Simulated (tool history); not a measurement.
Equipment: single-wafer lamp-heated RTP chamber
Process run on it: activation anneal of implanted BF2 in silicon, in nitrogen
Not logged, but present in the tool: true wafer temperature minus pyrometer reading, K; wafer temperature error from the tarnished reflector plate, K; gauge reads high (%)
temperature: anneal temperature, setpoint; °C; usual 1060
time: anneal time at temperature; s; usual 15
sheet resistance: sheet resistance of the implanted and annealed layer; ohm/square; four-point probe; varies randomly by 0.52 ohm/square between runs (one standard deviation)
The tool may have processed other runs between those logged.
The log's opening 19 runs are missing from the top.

run	hour	temperature	time	wafers since the last listed run	wafers since the last pyrometer calibration	wafers since the reflector plate was cleaned	hours since the gauge calibration	read-back reference wafer on the same gauge, sheet resistance	sheet resistance
# hour 442.7: gauge calibrated
20	467.5	1060	15	342	1602	10897	24.8	107.94	103.51
21	497.5	1060	15	294	1896	11191	54.8	107.93	102.33
# hour 523.7: reflector plate cleaned
22	524.2	1051	10	183	2080	4	81.5	107.98	118.74
23	539.0	1037	24	145	2225	150	96.3	108.09	109.85
24	560.0	1060	23	206	2432	356	117.3	107.95	93.19
25	579.1	1060	15	187	2619	543	136.4	107.99	102.01
26	613.0	1081	22	332	2952	876	170.3	107.94	80.06
27	664.7	1090	15	507	3460	1384	222.0	107.98	81.74
28	687.3	1060	15	221	3681	1606	244.6	107.95	101.21
29	704.6	1060	15	169	3851	1776	261.9	108.06	100.76

Run 30 is up next; what results do you expect?
30	736.1	1060	15	309	4161	2085	293.4	?	?

Run 30 measured read-back reference wafer on the same gauge, sheet resistance 107.97, sheet resistance 100.97 ohm/square.
With the hidden condition absent and the run-to-run variation left alone, this run would have shown sheet resistance 105.28 ohm/square.
